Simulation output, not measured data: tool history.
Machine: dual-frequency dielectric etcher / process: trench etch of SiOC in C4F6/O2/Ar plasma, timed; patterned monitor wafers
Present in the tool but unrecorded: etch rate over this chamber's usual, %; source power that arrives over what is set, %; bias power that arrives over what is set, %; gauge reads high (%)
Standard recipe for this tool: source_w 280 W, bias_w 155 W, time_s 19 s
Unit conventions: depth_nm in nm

run,hour,source_w,bias_w,time_s,wafers since the last listed run,hours since the last wet clean,hours since the last source power generator calibration,hours since the last bias power generator calibration,hours since the last upper electrode change,hours since the gauge calibration,"read-back reference wafer on the same gauge, depth_nm",depth_nm
1,0,330,139,19,0,326.5,2534.1,3854.5,4.3,380.8,33.89,36.59
2,14.8,330,139,19,183,341.3,2548.9,3869.3,19.1,395.6,34.01,36.7
3,27.3,330,139,19,155,353.8,2561.4,3881.8,31.6,408.1,33.93,36.77
4,36.7,280,155,19,116,363.2,2570.8,3891.2,41,417.5,33.83,34.3
# hour 40.5: gauge calibrated
5,43.6,280,155,19,85,370.1,2577.7,3898.1,47.9,3.1,33.95,34.25
# hour 47.8: bias power generator calibrated
6,53.8,280,155,19,76,380.3,2587.9,6,58.1,13.3,33.88,34.07
7,61.5,280,155,21.5,95,388,2595.6,13.7,65.8,21,33.93,38.9
8,74.8,320,185,15,165,401.3,2608.9,27,79.1,34.3,33.98,30.44
# hour 83.2: source power generator calibrated
# hour 114.4: wet clean of the chamber
9,114.9,330,123,14.5,150,0.5,31.7,67.1,119.2,74.4,33.84,26.73
10,115.3,300,172,15,4,0.9,32.1,67.5,119.6,74.8,33.87,27.82
11,117.6,310,132,21,28,3.2,34.4,69.8,121.9,77.1,33.9,37.91
12,131.3,280,155,19,170,16.9,48.1,83.5,135.6,90.8,33.9,33.23
13,143.7,280,171,19,153,29.3,60.5,95.9,148,103.2,33.91,34.08
14,156.3,210,128,23.5,156,41.9,73.1,108.5,160.6,115.8,33.89,33.28
15,210.3,280,155,19,670,95.9,127.1,162.5,214.6,169.8,33.9,33.65
16,260.7,230,120,23.5,625,146.3,177.5,212.9,265,220.2,33.99,35.4
17,275.3,220,187,19,181,160.9,192.1,227.5,279.6,234.8,34,30.36
18,292.4,280,155,19,212,178,209.2,244.6,296.7,251.9,33.91,34.11
19,299.7,300,191,24.5,90,185.3,216.5,251.9,304,259.2,33.95,47.66
20,334.3,210,125,15,429,219.9,251.1,286.5,338.6,293.8,33.91,21.44
21,341.5,280,168,19,89,227.1,258.3,293.7,345.8,301,33.95,34.53
22,358.6,310,174,14,212,244.2,275.4,310.8,362.9,318.1,33.88,27.36
23,365.2,280,155,24,81,250.8,282,317.4,369.5,324.7,33.95,43.17
24,378.7,280,171,19,167,264.3,295.5,330.9,383,338.2,34,34.57
25,385.7,280,155,19,86,271.3,302.5,337.9,390,345.2,33.81,34.19
26,400.4,220,155,22.5,182,286,317.2,352.6,404.7,359.9,33.93,35.11
27,409.7,280,155,21,115,295.3,326.5,361.9,414,369.2,33.9,38.07
28,422.7,280,155,19,161,308.3,339.5,374.9,427,382.2,33.83,34.35
29,437.5,320,155,20.5,183,323.1,354.3,389.7,441.8,397,33.77,39.85

What was the tool's hidden state at every run in the log?
source power that arrives over what is set, %: 0, the same for each run
bias power that arrives over what is set, %: 0, the same for each run
gauge reads high (%): 0, the same for each run
H1: etch rate over this chamber's usual, %
run,H1
1,3.08
2,3.24
3,3.37
4,3.46
5,3.53
6,3.64
7,3.72
8,3.86
9,0.479
10,0.483
11,0.507
12,0.649
13,0.778
14,0.909
15,1.47
16,1.99
17,2.15
18,2.32
19,2.4
20,2.76
21,2.83
22,3.01
23,3.08
24,3.22
25,3.29
26,3.44
27,3.54
28,3.68
29,3.83
